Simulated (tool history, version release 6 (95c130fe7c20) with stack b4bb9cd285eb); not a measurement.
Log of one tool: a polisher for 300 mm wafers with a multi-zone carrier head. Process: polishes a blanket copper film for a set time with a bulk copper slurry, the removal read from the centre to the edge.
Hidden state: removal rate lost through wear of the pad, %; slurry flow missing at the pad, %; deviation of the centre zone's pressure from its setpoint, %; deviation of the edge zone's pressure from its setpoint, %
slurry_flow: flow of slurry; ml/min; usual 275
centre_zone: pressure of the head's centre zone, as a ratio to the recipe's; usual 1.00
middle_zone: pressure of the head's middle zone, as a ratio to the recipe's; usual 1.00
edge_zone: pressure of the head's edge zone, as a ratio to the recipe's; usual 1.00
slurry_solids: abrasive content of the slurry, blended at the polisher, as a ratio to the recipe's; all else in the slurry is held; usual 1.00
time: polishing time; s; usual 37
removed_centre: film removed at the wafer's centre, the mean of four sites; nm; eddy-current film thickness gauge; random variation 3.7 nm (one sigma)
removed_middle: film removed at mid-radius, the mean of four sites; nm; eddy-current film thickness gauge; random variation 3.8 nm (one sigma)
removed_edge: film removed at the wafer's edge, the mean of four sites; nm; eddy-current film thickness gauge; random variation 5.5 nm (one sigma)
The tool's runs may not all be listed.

| run | day | slurry_flow | centre_zone | middle_zone | edge_zone | slurry_solids | time | wafers since the last listed run | wafers polished on this pad | hours since the slurry nozzle was cleaned | hours since the centre zone pressure was calibrated | hours since the edge zone pressure was calibrated | hours since the carrier head's membrane was replaced | incoming thickness of the incoming film, nm | removed_centre | removed_middle | removed_edge |
|---|---|---|---|---|---|---|---|---|---|---|---|---|---|---|---|---|---|
| 1 | 0.000 | 275 | 1.00 | 1.00 | 1.04 | 1.00 | 37 | 0 | 999 | 41.1 | 464.8 | 12.1 | 766.3 | 1858.3 | 358.1 | 380.7 | 409.5 |
| 2 | 0.433 | 330 | 1.00 | 1.00 | 1.00 | 1.00 | 37 | 194 | 1194 | 51.5 | 475.2 | 22.5 | 776.7 | 1870.1 | 357.9 | 389.3 | 396.8 |
| 3 | 1.154 | 330 | 1.00 | 1.00 | 1.00 | 1.00 | 37 | 324 | 1518 | 68.8 | 492.5 | 39.8 | 794.0 | 1888.7 | 358.8 | 384.1 | 404.0 |
|  | 1.692 | worn pad replaced by a new one |
| 4 | 3.038 | 275 | 1.00 | 1.00 | 1.00 | 1.00 | 47 | 771 | 605 | 114.0 | 537.7 | 85.0 | 839.2 | 1859.0 | 458.9 | 488.5 | 504.7 |
| 5 | 3.504 | 190 | 1.00 | 1.00 | 1.07 | 1.30 | 37 | 209 | 815 | 125.2 | 548.9 | 96.2 | 850.4 | 1866.4 | 376.4 | 403.4 | 432.3 |
| 6 | 3.825 | 275 | 1.00 | 1.11 | 1.00 | 1.20 | 37 | 144 | 960 | 132.9 | 556.6 | 103.9 | 858.1 | 1866.3 | 380.2 | 443.8 | 419.4 |
| 7 | 4.433 | 275 | 0.96 | 1.04 | 1.00 | 1.00 | 37 | 273 | 1233 | 147.5 | 571.2 | 118.5 | 872.7 | 1871.9 | 343.1 | 392.3 | 390.7 |
| 8 | 4.854 | 190 | 1.00 | 1.00 | 1.12 | 1.00 | 37 | 189 | 1422 | 157.6 | 581.3 | 128.6 | 882.8 | 1871.3 | 342.3 | 369.3 | 412.9 |
| 9 | 5.179 | 350 | 0.95 | 1.00 | 1.11 | 1.00 | 37 | 146 | 1568 | 165.4 | 589.1 | 136.4 | 890.6 | 1858.6 | 349.5 | 388.5 | 420.3 |
|  | 5.500 | worn pad replaced by a new one |
| 10 | 5.762 | 275 | 1.00 | 0.95 | 1.00 | 1.30 | 37 | 187 | 117 | 179.4 | 603.1 | 150.4 | 904.6 | 1897.2 | 401.0 | 418.5 | 447.2 |
| 11 | 6.142 | 275 | 0.96 | 1.09 | 1.00 | 1.00 | 37 | 170 | 288 | 188.5 | 612.2 | 159.5 | 913.7 | 1826.3 | 365.2 | 420.5 | 411.0 |
|  | 6.508 | carrier head's membrane replaced by a new one |
|  | 7.133 | centre zone pressure recalibrated |
| 12 | 7.792 | 275 | 1.00 | 1.00 | 1.00 | 1.00 | 37 | 610 | 898 | 228.1 | 15.8 | 199.1 | 30.8 | 1850.7 | 374.0 | 379.8 | 401.5 |
| 13 | 8.333 | 275 | 1.00 | 1.00 | 1.00 | 0.85 | 25 | 243 | 1142 | 241.1 | 28.8 | 212.1 | 43.8 | 1887.4 | 237.9 | 246.1 | 250.3 |
| 14 | 8.596 | 185 | 0.90 | 1.00 | 1.00 | 0.75 | 46 | 118 | 1260 | 247.4 | 35.1 | 218.4 | 50.1 | 1834.8 | 385.7 | 416.2 | 442.5 |

The next listed run, before its measurement:
| 15 | 8.996 | 275 | 1.00 | 1.09 | 1.00 | 1.00 | 37 | 179 | 1440 | 257.0 | 44.7 | 228.0 | 59.7 | 1870.8 | ? | ? | ? |

{"run 15": {"removed_centre": 372.2, "removed_middle": 408.5, "removed_edge": 390.4}}
Without the tool's hidden state the same run would have given removed_centre 414.0 nm, removed_middle 446.2 nm, removed_edge 426.4 nm.
